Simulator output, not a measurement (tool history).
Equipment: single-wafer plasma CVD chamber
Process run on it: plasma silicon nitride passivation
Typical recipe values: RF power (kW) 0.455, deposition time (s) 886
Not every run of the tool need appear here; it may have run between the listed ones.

| run | hour | RF power (kW) | deposition time (s) | wafers since the last listed run | hours since the last RF generator calibration | hours since the showerhead was replaced | hours since the gauge calibration | read-back reference wafer on the same gauge, thickness_nm | mean film thickness on the monitor wafer (Å) |
|---|---|---|---|---|---|---|---|---|---|
| 1 | 0.0 | 0.455 | 886 | 0 | 1621.6 | 8096.5 | 298.1 | 1551.161 | 12621.74 |
| 2 | 39.7 | 0.455 | 886 | 73 | 1661.3 | 8136.2 | 337.8 | 1550.898 | 12615.55 |
| 3 | 68.0 | 0.455 | 886 | 52 | 1689.6 | 8164.5 | 366.1 | 1551.364 | 12594.29 |
| 4 | 102.6 | 0.455 | 886 | 64 | 1724.2 | 8199.1 | 400.7 | 1550.039 | 12628.42 |
| 5 | 138.3 | 0.410 | 886 | 66 | 1759.9 | 8234.8 | 436.4 | 1549.610 | 12113.58 |
| 6 | 153.4 | 0.455 | 886 | 28 | 1775.0 | 8249.9 | 451.5 | 1550.380 | 12541.87 |
| 7 | 180.7 | 0.455 | 886 | 50 | 1802.3 | 8277.2 | 478.8 | 1550.231 | 12550.94 |
| 8 | 198.2 | 0.455 | 886 | 32 | 1819.8 | 8294.7 | 496.3 | 1549.838 | 12605.23 |
| 9 | 225.4 | 0.455 | 886 | 50 | 1847.0 | 8321.9 | 523.5 | 1551.449 | 12560.08 |
| 10 | 256.2 | 0.515 | 886 | 57 | 1877.8 | 8352.7 | 554.3 | 1551.198 | 13135.77 |
| 11 | 291.1 | 0.455 | 886 | 64 | 1912.7 | 8387.6 | 589.2 | 1550.155 | 12584.52 |
|  | 309.5 | RF generator calibrated |
| 12 | 310.0 | 0.455 | 886 | 20 | 0.5 | 8406.5 | 608.1 | 1550.749 | 12924.62 |
| 13 | 343.0 | 0.500 | 886 | 61 | 33.5 | 8439.5 | 641.1 | 1551.351 | 13376.06 |
| 14 | 355.4 | 0.500 | 886 | 23 | 45.9 | 8451.9 | 653.5 | 1549.122 | 13375.45 |
| 15 | 376.9 | 0.455 | 886 | 39 | 67.4 | 8473.4 | 675.0 | 1551.226 | 12934.81 |
| 16 | 393.5 | 0.520 | 886 | 30 | 84.0 | 8490.0 | 691.6 | 1551.081 | 13550.40 |
| 17 | 409.8 | 0.520 | 886 | 30 | 100.3 | 8506.3 | 707.9 | 1549.553 | 13529.67 |
| 18 | 438.3 | 0.520 | 886 | 52 | 128.8 | 8534.8 | 736.4 | 1548.221 | 13555.46 |
|  | 452.1 | showerhead replaced |
| 19 | 461.1 | 0.395 | 1056 | 27 | 151.6 | 9.0 | 759.2 | 1548.975 | 14682.52 |
| 20 | 490.6 | 0.505 | 1056 | 54 | 181.1 | 38.5 | 788.7 | 1551.724 | 15885.53 |
| 21 | 511.2 | 0.455 | 886 | 38 | 201.7 | 59.1 | 809.3 | 1549.233 | 12899.17 |
| 22 | 541.1 | 0.405 | 886 | 55 | 231.6 | 89.0 | 839.2 | 1549.631 | 12408.99 |
| 23 | 564.8 | 0.455 | 725 | 43 | 255.3 | 112.7 | 862.9 | 1549.372 | 10517.90 |
| 24 | 577.4 | 0.455 | 944 | 23 | 267.9 | 125.3 | 875.5 | 1549.500 | 13792.36 |
| 25 | 612.0 | 0.455 | 886 | 64 | 302.5 | 159.9 | 910.1 | 1550.740 | 12897.61 |
| 26 | 624.3 | 0.530 | 718 | 22 | 314.8 | 172.2 | 922.4 | 1550.521 | 10982.35 |
| 27 | 653.0 | 0.505 | 886 | 53 | 343.5 | 200.9 | 951.1 | 1549.108 | 13343.74 |
| 28 | 670.2 | 0.390 | 886 | 31 | 360.7 | 218.1 | 968.3 | 1549.453 | 12189.51 |
|  | 677.5 | gauge calibrated |
| 29 | 699.6 | 0.400 | 767 | 54 | 390.1 | 247.5 | 22.1 | 1549.589 | 10602.00 |
| 30 | 726.0 | 0.455 | 886 | 48 | 416.5 | 273.9 | 48.5 | 1549.418 | 12864.84 |
| 31 | 751.3 | 0.455 | 886 | 46 | 441.8 | 299.2 | 73.8 | 1551.151 | 12802.23 |
| 32 | 763.3 | 0.395 | 1056 | 22 | 453.8 | 311.2 | 85.8 | 1548.368 | 14530.12 |
| 33 | 779.4 | 0.455 | 886 | 29 | 469.9 | 327.3 | 101.9 | 1549.941 | 12879.99 |
| 34 | 800.5 | 0.405 | 717 | 39 | 491.0 | 348.4 | 123.0 | 1549.454 | 9986.99 |
| 35 | 824.9 | 0.410 | 808 | 45 | 515.4 | 372.8 | 147.4 | 1549.223 | 11329.04 |
| 36 | 855.6 | 0.395 | 754 | 56 | 546.1 | 403.5 | 178.1 | 1550.512 | 10414.48 |
| 37 | 886.5 | 0.500 | 964 | 57 | 577.0 | 434.4 | 209.0 | 1549.676 | 14469.14 |

Here are 5 independent what-if runs from the current tool condition. What would each one return?
| A | 887.1 | 0.455 | 961 | 1 | 577.6 | 435.0 | 209.6 | ? | ? |
| B | 887.1 | 0.510 | 802 | 1 | 577.6 | 435.0 | 209.6 | ? | ? |
| C | 887.1 | 0.370 | 725 | 1 | 577.6 | 435.0 | 209.6 | ? | ? |
| D | 887.1 | 0.485 | 931 | 1 | 577.6 | 435.0 | 209.6 | ? | ? |
| E | 887.1 | 0.505 | 719 | 1 | 577.6 | 435.0 | 209.6 | ? | ? |

| run | read-back reference wafer on the same gauge, thickness_nm | mean film thickness on the monitor wafer (Å) |
|---|---|---|
| A | 1550.818 | 13907.95 |
| B | 1550.818 | 12073.23 |
| C | 1550.818 | 9750.51 |
| D | 1550.818 | 13775.24 |
| E | 1550.818 | 10787.29 |
Had the tool no hidden state, the same runs would have come out as:
| run | mean film thickness on the monitor wafer (Å) |
|---|---|
| A | 14025.15 |
| B | 12174.96 |
| C | 9832.67 |
| D | 13891.31 |
| E | 10878.18 |

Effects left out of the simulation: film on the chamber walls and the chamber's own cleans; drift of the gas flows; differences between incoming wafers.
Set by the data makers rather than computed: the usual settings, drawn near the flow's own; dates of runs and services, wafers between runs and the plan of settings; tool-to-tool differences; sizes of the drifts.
